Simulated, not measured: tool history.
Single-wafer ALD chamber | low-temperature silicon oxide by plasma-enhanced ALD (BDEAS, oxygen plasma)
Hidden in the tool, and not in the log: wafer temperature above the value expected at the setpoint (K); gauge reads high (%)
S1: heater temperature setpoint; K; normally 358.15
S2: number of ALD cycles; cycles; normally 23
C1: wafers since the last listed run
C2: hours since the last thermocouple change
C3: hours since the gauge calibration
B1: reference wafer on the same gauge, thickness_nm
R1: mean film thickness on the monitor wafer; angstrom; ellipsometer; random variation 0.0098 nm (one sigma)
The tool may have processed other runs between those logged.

Run 1, hour 0.0: usual settings but S2 20 cycles; C1 0; C2 1320.4; C3 685.5; B1 3.211. Result: R1 30.08 angstrom.
Run 2, hour 49.5: usual settings but S2 20 cycles; C1 645; C2 1369.9; C3 735.0; B1 3.212. Result: R1 30.04 angstrom.
Run 3, hour 95.4: usual settings but S2 20 cycles; C1 598; C2 1415.8; C3 780.9; B1 3.210. Result: R1 30.23 angstrom.
Run 4, hour 161.7: usual settings; C1 864; C2 1482.1; C3 847.2; B1 3.209. Result: R1 34.81 angstrom.
Run 5, hour 240.0: usual settings; C1 1021; C2 1560.4; C3 925.5; B1 3.210. Result: R1 34.74 angstrom.
Run 6, hour 338.7: usual settings; C1 1287; C2 1659.1; C3 1024.2; B1 3.210. Result: R1 34.85 angstrom.
Run 7, hour 376.3: usual settings; C1 490; C2 1696.7; C3 1061.8; B1 3.212. Result: R1 34.74 angstrom.
Run 8, hour 439.7: usual settings; C1 826; C2 1760.1; C3 1125.2; B1 3.211. Result: R1 34.77 angstrom.
At hour 450.1: gauge calibrated.
Run 9, hour 532.7: usual settings; C1 1213; C2 1853.1; C3 82.6; B1 3.212. Result: R1 34.86 angstrom.
Run 10, hour 606.3: usual settings; C1 960; C2 1926.7; C3 156.2; B1 3.209. Result: R1 34.91 angstrom.
Run 11, hour 682.0: usual settings but S2 24 cycles; C1 987; C2 2002.4; C3 231.9; B1 3.210. Result: R1 36.38 angstrom.
Run 12, hour 754.0: usual settings; C1 939; C2 2074.4; C3 303.9; B1 3.209. Result: R1 34.96 angstrom.
Run 13, hour 844.1: usual settings but S2 26 cycles; C1 1175; C2 2164.5; C3 394.0; B1 3.211. Result: R1 39.64 angstrom.
At hour 954.0: thermocouple changed; heater temperature recalibrated.
Run 14, hour 954.5: usual settings but S1 351.15 K; C1 1335; C2 0.5; C3 504.4; B1 3.209. Result: R1 35.32 angstrom.
Run 15, hour 1007.4: usual settings but S1 351.15 K, S2 25 cycles; C1 690; C2 53.4; C3 557.3; B1 3.211. Result: R1 38.24 angstrom.
Run 16, hour 1113.5: usual settings but S1 350.15 K, S2 25 cycles; C1 1383; C2 159.5; C3 663.4; B1 3.213. Result: R1 38.26 angstrom.
Run 17, hour 1179.8: usual settings but S2 25 cycles; C1 864; C2 225.8; C3 729.7; B1 3.207. Result: R1 37.14 angstrom.
Run 18, hour 1252.8: usual settings but S2 27 cycles; C1 952; C2 298.8; C3 802.7; B1 3.206. Result: R1 40.09 angstrom.
Run 19, hour 1346.0: usual settings; C1 1215; C2 392.0; C3 895.9; B1 3.210. Result: R1 34.14 angstrom.
At hour 1384.5: gauge calibrated.
Run 20, hour 1403.2: usual settings but S1 368.15 K, S2 19 cycles; C1 746; C2 449.2; C3 18.7; B1 3.208. Result: R1 27.25 angstrom.
Run 21, hour 1452.3: usual settings but S1 367.15 K, S2 21 cycles; C1 640; C2 498.3; C3 67.8; B1 3.209. Result: R1 30.21 angstrom.
Run 22, hour 1506.6: usual settings but S1 368.15 K, S2 19 cycles; C1 708; C2 552.6; C3 122.1; B1 3.209. Result: R1 27.22 angstrom.
Run 23, hour 1589.3: usual settings but S1 362.15 K, S2 21 cycles; C1 1078; C2 635.3; C3 204.8; B1 3.209. Result: R1 30.97 angstrom.
Run 24, hour 1679.6: usual settings but S1 345.15 K; C1 1177; C2 725.6; C3 295.1; B1 3.209. Result: R1 36.08 angstrom.
Run 25, hour 1747.5: usual settings but S1 352.15 K; C1 885; C2 793.5; C3 363.0; B1 3.211. Result: R1 35.21 angstrom.
Run 26, hour 1801.4: usual settings but S1 351.15 K, S2 19 cycles; C1 703; C2 847.4; C3 416.9; B1 3.212. Result: R1 29.20 angstrom.
Run 27, hour 1882.4: usual settings but S1 349.15 K, S2 26 cycles; C1 1056; C2 928.4; C3 497.9; B1 3.211. Result: R1 40.44 angstrom.

4 ways to go on from here, each from the tool as it stands after run 27. What would each give?
Run A, hour 1882.8: usual settings; C1 5; C2 928.8; C3 498.3; B1 ?. Result: R1 ?.
Run B, hour 1882.8: usual settings but S1 366.15 K; C1 5; C2 928.8; C3 498.3; B1 ?. Result: R1 ?.
Run C, hour 1882.8: usual settings but S1 344.15 K, S2 24 cycles; C1 5; C2 928.8; C3 498.3; B1 ?. Result: R1 ?.
Run D, hour 1882.8: usual settings but S1 368.15 K; C1 5; C2 928.8; C3 498.3; B1 ?. Result: R1 ?.

run     B1     R1
  A  3.210  34.69
  B  3.210  33.61
  C  3.210  38.16
  D  3.210  33.34
Take away the tool's hidden state, keep each run's random variation, and the runs would have read:
run     R1
  A  34.38
  B  33.30
  C  37.83
  D  33.03

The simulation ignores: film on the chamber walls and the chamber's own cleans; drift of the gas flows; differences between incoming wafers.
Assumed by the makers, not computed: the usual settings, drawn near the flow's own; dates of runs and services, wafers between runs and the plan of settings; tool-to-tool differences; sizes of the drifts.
